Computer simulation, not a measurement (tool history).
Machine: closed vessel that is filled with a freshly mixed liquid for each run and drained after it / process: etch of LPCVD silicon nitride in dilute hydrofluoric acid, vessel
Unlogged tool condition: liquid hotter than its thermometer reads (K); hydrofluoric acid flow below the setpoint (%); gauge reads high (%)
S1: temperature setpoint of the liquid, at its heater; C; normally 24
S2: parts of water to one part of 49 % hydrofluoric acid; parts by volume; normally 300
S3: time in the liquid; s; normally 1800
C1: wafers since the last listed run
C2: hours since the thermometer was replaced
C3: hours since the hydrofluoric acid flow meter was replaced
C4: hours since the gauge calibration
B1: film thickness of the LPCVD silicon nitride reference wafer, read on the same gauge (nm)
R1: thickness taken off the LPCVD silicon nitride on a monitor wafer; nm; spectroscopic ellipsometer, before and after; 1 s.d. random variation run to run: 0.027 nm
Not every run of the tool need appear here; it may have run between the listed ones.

Run 1, hour 0: usual settings but S1 22 C, S3 2650 s; C1 0; C2 56; C3 679.3; C4 12.7; B1 129.974. Result: R1 4.281 nm.
Run 2, hour 44.3: usual settings; C1 1041; C2 100.3; C3 723.6; C4 57; B1 130.008. Result: R1 3.242 nm.
Run 3, hour 91: usual settings; C1 1098; C2 147; C3 770.3; C4 103.7; B1 130.044. Result: R1 3.3 nm.
Run 4, hour 147.9: usual settings; C1 1337; C2 203.9; C3 827.2; C4 160.6; B1 129.981. Result: R1 3.263 nm.
Run 5, hour 191.7: usual settings but S2 355 parts by volume; C1 1029; C2 247.7; C3 871; C4 204.4; B1 129.986. Result: R1 2.76 nm.
Run 6, hour 230: usual settings; C1 900; C2 286; C3 909.3; C4 242.7; B1 129.965. Result: R1 3.24 nm.
Run 7, hour 282.5: usual settings; C1 1234; C2 338.5; C3 961.8; C4 295.2; B1 130.041. Result: R1 3.231 nm.
Run 8, hour 336.6: usual settings; C1 1272; C2 392.6; C3 1015.9; C4 349.3; B1 129.987. Result: R1 3.277 nm.
Run 9, hour 371.9: usual settings but S1 27.5 C; C1 830; C2 427.9; C3 1051.2; C4 384.6; B1 129.978. Result: R1 4.015 nm.
Run 10, hour 443.7: usual settings but S1 27.5 C; C1 1688; C2 499.7; C3 1123; C4 456.4; B1 129.998. Result: R1 4.019 nm.
At hour 476.4: thermometer replaced.
Run 11, hour 481.4: usual settings; C1 862; C2 5; C3 1160.7; C4 494.1; B1 129.969. Result: R1 3.204 nm.
Run 12, hour 536.3: usual settings but S3 1040 s; C1 1290; C2 59.9; C3 1215.6; C4 549; B1 129.969. Result: R1 1.867 nm.
Run 13, hour 594.2: usual settings but S2 220 parts by volume, S3 2105 s; C1 1361; C2 117.8; C3 1273.5; C4 606.9; B1 130.014. Result: R1 5.119 nm.
At hour 605.5: gauge calibrated.
Run 14, hour 628.1: usual settings but S2 220 parts by volume, S3 2105 s; C1 797; C2 151.7; C3 1307.4; C4 22.6; B1 129.995. Result: R1 5.136 nm.
Run 15, hour 662.3: usual settings; C1 804; C2 185.9; C3 1341.6; C4 56.8; B1 129.955. Result: R1 3.261 nm.
Run 16, hour 708.8: usual settings; C1 1093; C2 232.4; C3 1388.1; C4 103.3; B1 130.003. Result: R1 3.158 nm.
Run 17, hour 769.8: usual settings; C1 1434; C2 293.4; C3 1449.1; C4 164.3; B1 130.023. Result: R1 3.173 nm.
At hour 811.2: hydrofluoric acid flow meter replaced.
Run 18, hour 833.6: usual settings but S1 22.5 C, S2 240 parts by volume; C1 1476; C2 357.2; C3 22.4; C4 228.1; B1 129.99. Result: R1 3.782 nm.
Run 19, hour 894.1: usual settings but S1 26 C, S2 165 parts by volume, S3 2730 s; C1 1422; C2 417.7; C3 82.9; C4 288.6; B1 129.994. Result: R1 10.606 nm.
Run 20, hour 941.6: usual settings but S2 190 parts by volume, S3 2535 s; C1 1116; C2 465.2; C3 130.4; C4 336.1; B1 129.999. Result: R1 7.554 nm.
Run 21, hour 980.2: usual settings; C1 907; C2 503.8; C3 169; C4 374.7; B1 130.004. Result: R1 3.362 nm.
At hour 987.3: thermometer replaced.
Run 22, hour 1037.6: usual settings but S1 21.5 C, S2 430 parts by volume; C1 1326; C2 50.3; C3 226.4; C4 432.1; B1 129.982. Result: R1 1.997 nm.
Run 23, hour 1101.9: usual settings but S2 220 parts by volume, S3 2105 s; C1 1511; C2 114.6; C3 290.7; C4 496.4; B1 129.989. Result: R1 5.335 nm.
Run 24, hour 1126.3: usual settings but S3 2100 s; C1 573; C2 139; C3 315.1; C4 520.8; B1 130.02. Result: R1 3.891 nm.
Run 25, hour 1177.4: usual settings but S1 27 C, S2 245 parts by volume, S3 2415 s; C1 1201; C2 190.1; C3 366.2; C4 571.9; B1 130.002. Result: R1 6.507 nm.
Run 26, hour 1233.9: usual settings but S1 27 C; C1 1328; C2 246.6; C3 422.7; C4 628.4; B1 130.024. Result: R1 3.956 nm.
At hour 1283.3: gauge calibrated.
Run 27, hour 1284.4: usual settings but S2 175 parts by volume, S3 2340 s; C1 1187; C2 297.1; C3 473.2; C4 1.1; B1 130.003. Result: R1 7.303 nm.
Run 28, hour 1407.4: usual settings but S2 375 parts by volume, S3 805 s; C1 2892; C2 420.1; C3 596.2; C4 124.1; B1 130.018. Result: R1 1.181 nm.

Below, some changes in R1 between adjacent runs. For each, the amount present without the hidden state too (settings, incoming material, random variation) and the amount remaining for the hidden state with gauge scatter not shared by both compared results:
Run 12 -> 13: S2 300 -> 220, S3 1040 -> 2105. R1 +3.252 nm: hidden state -0.176, all else +3.428.
Run 17 -> 18: S1 24 -> 22.5, S2 300 -> 240, hydrofluoric acid flow meter replaced. R1 +0.609 nm: hidden state +0.178, all else +0.431.
Run 18 -> 19: S1 22.5 -> 26, S2 240 -> 165, S3 1800 -> 2730. R1 +6.824 nm: hidden state -0.046, all else +6.87.
Run 27 -> 28: S2 175 -> 375, S3 2340 -> 805. R1 -6.122 nm: hidden state +0.116, all else -6.238.

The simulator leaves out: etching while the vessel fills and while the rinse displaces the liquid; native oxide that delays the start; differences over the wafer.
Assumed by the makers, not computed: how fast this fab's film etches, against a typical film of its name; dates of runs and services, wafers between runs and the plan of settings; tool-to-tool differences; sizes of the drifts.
